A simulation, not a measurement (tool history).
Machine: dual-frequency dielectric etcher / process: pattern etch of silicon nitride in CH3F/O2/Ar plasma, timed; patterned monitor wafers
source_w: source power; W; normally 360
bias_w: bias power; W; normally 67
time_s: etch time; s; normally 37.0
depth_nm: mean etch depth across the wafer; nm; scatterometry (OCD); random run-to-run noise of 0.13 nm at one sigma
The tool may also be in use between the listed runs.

| run | hour | source_w | bias_w | time_s | read-back reference wafer on the same gauge, depth_nm | depth_nm |
|---|---|---|---|---|---|---|
| 1 | 0.0 | 360 | 67 | 37.0 | 28.27 | 24.73 |
| 2 | 65.9 | 360 | 62 | 37.0 | 28.31 | 23.74 |
| 3 | 98.8 | 360 | 67 | 37.0 | 28.34 | 24.61 |
| 4 | 130.2 | 360 | 67 | 37.0 | 28.33 | 24.84 |
| 5 | 149.9 | 360 | 67 | 37.0 | 28.30 | 24.42 |
| 6 | 172.0 | 360 | 67 | 37.0 | 28.33 | 24.50 |
| 7 | 191.6 | 360 | 67 | 34.0 | 28.32 | 22.84 |
|  | 216.3 | wet clean of the chamber |
| 8 | 216.8 | 360 | 67 | 37.0 | 28.32 | 24.70 |
| 9 | 233.6 | 360 | 67 | 37.0 | 28.26 | 24.41 |
|  | 246.7 | bias power generator calibrated |
| 10 | 255.5 | 360 | 67 | 37.0 | 28.36 | 24.58 |
| 11 | 286.9 | 360 | 67 | 37.0 | 28.30 | 24.36 |
| 12 | 322.5 | 360 | 67 | 37.0 | 28.29 | 24.59 |
| 13 | 351.5 | 360 | 67 | 37.0 | 28.33 | 24.75 |
|  | 384.2 | gauge calibrated |
|  | 408.2 | upper electrode replaced |
| 14 | 408.7 | 360 | 67 | 37.0 | 28.32 | 24.66 |
| 15 | 409.1 | 360 | 67 | 37.0 | 28.31 | 24.76 |
| 16 | 414.2 | 360 | 78 | 27.5 | 28.31 | 19.51 |
| 17 | 435.1 | 380 | 73 | 32.0 | 28.27 | 22.55 |
| 18 | 453.7 | 430 | 67 | 28.5 | 28.29 | 20.76 |
|  | 490.1 | source power generator calibrated |
| 19 | 490.6 | 430 | 80 | 47.5 | 28.29 | 36.94 |
| 20 | 502.6 | 360 | 67 | 42.5 | 28.30 | 28.35 |
| 21 | 527.2 | 420 | 78 | 37.0 | 28.32 | 28.26 |
| 22 | 561.1 | 360 | 67 | 45.5 | 28.30 | 30.19 |
| 23 | 650.3 | 330 | 53 | 47.0 | 28.31 | 27.28 |
| 24 | 683.6 | 360 | 78 | 41.5 | 28.29 | 29.50 |

What will run 25 give?
| 25 | 707.7 | 420 | 76 | 29.5 | ? | ? |

Logged for run 25: read-back reference wafer on the same gauge, depth_nm 28.31, depth_nm 22.55 nm.
Minus the tool's unlogged condition, the same run would have read depth_nm 22.55 nm.

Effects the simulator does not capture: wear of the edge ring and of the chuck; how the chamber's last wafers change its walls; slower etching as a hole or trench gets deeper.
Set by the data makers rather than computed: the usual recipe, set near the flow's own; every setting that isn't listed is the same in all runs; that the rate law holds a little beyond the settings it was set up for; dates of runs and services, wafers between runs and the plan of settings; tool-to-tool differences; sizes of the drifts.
